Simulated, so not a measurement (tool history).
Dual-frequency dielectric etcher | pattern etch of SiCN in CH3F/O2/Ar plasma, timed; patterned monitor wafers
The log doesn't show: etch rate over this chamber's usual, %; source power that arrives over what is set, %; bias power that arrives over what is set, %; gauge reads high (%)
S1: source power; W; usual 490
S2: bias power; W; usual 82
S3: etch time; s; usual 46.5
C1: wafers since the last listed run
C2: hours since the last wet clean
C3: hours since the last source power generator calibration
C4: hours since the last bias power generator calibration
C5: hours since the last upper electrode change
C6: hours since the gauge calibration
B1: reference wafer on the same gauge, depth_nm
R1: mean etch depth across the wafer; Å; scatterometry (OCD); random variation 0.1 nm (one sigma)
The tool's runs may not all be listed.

run 1 hour=0 | S1=490 S2=82 S3=46.5 | C1=0 C2=428.7 C3=4509.4 C4=4558.4 C5=2823.4 C6=256 | B1=22.77 | R1=185.5
run 2 hour=9.1 | S1=490 S2=82 S3=46.5 | C1=149 C2=437.8 C3=4518.5 C4=4567.5 C5=2832.5 C6=265.1 | B1=22.82 | R1=183.4
run 3 hour=19.5 | S1=490 S2=82 S3=46.5 | C1=171 C2=448.2 C3=4528.9 C4=4577.9 C5=2842.9 C6=275.5 | B1=22.78 | R1=184.9
run 4 hour=25.8 | S1=490 S2=68 S3=46.5 | C1=103 C2=454.5 C3=4535.2 C4=4584.2 C5=2849.2 C6=281.8 | B1=22.83 | R1=171.8
run 5 hour=42.4 | S1=490 S2=68 S3=46.5 | C1=273 C2=471.1 C3=4551.8 C4=4600.8 C5=2865.8 C6=298.4 | B1=22.77 | R1=174.6
run 6 hour=56.3 | S1=490 S2=82 S3=46.5 | C1=228 C2=485 C3=4565.7 C4=4614.7 C5=2879.7 C6=312.3 | B1=22.75 | R1=184.7
run 7 hour=103.7 | S1=490 S2=82 S3=46.5 | C1=779 C2=532.4 C3=4613.1 C4=4662.1 C5=2927.1 C6=359.7 | B1=22.81 | R1=183.3
run 8 hour=111 | S1=490 S2=82 S3=46.5 | C1=120 C2=539.7 C3=4620.4 C4=4669.4 C5=2934.4 C6=367 | B1=22.81 | R1=184.6
run 9 hour=118.9 | S1=490 S2=82 S3=46.5 | C1=129 C2=547.6 C3=4628.3 C4=4677.3 C5=2942.3 C6=374.9 | B1=22.81 | R1=183.9
run 10 hour=126.2 | S1=490 S2=82 S3=46.5 | C1=120 C2=554.9 C3=4635.6 C4=4684.6 C5=2949.6 C6=382.2 | B1=22.81 | R1=183
run 11 hour=138.4 | S1=490 S2=82 S3=46.5 | C1=200 C2=567.1 C3=4647.8 C4=4696.8 C5=2961.8 C6=394.4 | B1=22.8 | R1=181.5
run 12 hour=149.4 | S1=490 S2=82 S3=46.5 | C1=180 C2=578.1 C3=4658.8 C4=4707.8 C5=2972.8 C6=405.4 | B1=22.81 | R1=183.4
run 13 hour=161.4 | S1=490 S2=82 S3=35 | C1=197 C2=590.1 C3=4670.8 C4=4719.8 C5=2984.8 C6=417.4 | B1=22.8 | R1=138
-- hour=171.1 gauge calibrated
-- hour=188.8 wet clean of the chamber
-- hour=199.5 upper electrode replaced
run 14 hour=200 | S1=600 S2=82 S3=34 | C1=64 C2=11.2 C3=4709.4 C4=4758.4 C5=0.5 C6=28.9 | B1=22.82 | R1=158.1
run 15 hour=200.4 | S1=550 S2=68 S3=46.5 | C1=6 C2=11.6 C3=4709.8 C4=4758.8 C5=0.9 C6=29.3 | B1=22.83 | R1=199
-- hour=210.2 source power generator calibrated
run 16 hour=210.7 | S1=600 S2=82 S3=38 | C1=103 C2=21.9 C3=0.5 C4=4769.1 C5=11.2 C6=39.6 | B1=22.78 | R1=175.1
-- hour=245.9 wet clean of the chamber, repeated, since the last time left the tool worse
run 17 hour=246.4 | S1=490 S2=82 S3=46.5 | C1=192 C2=0.5 C3=36.2 C4=4804.8 C5=46.9 C6=75.3 | B1=22.77 | R1=188.2
run 18 hour=246.7 | S1=420 S2=70 S3=51.5 | C1=4 C2=0.8 C3=36.5 C4=4805.1 C5=47.2 C6=75.6 | B1=22.77 | R1=193.2

The next listed run, before its measurement:
run 19 hour=247 | S1=410 S2=82 S3=46.5 | C1=4 C2=1.1 C3=36.8 C4=4805.4 C5=47.5 C6=75.9 | B1=? | R1=?

Run 19 gave B1 22.79, R1 183.4 Å.
Without the tool's hidden state the same run would have given R1 184.3 Å.
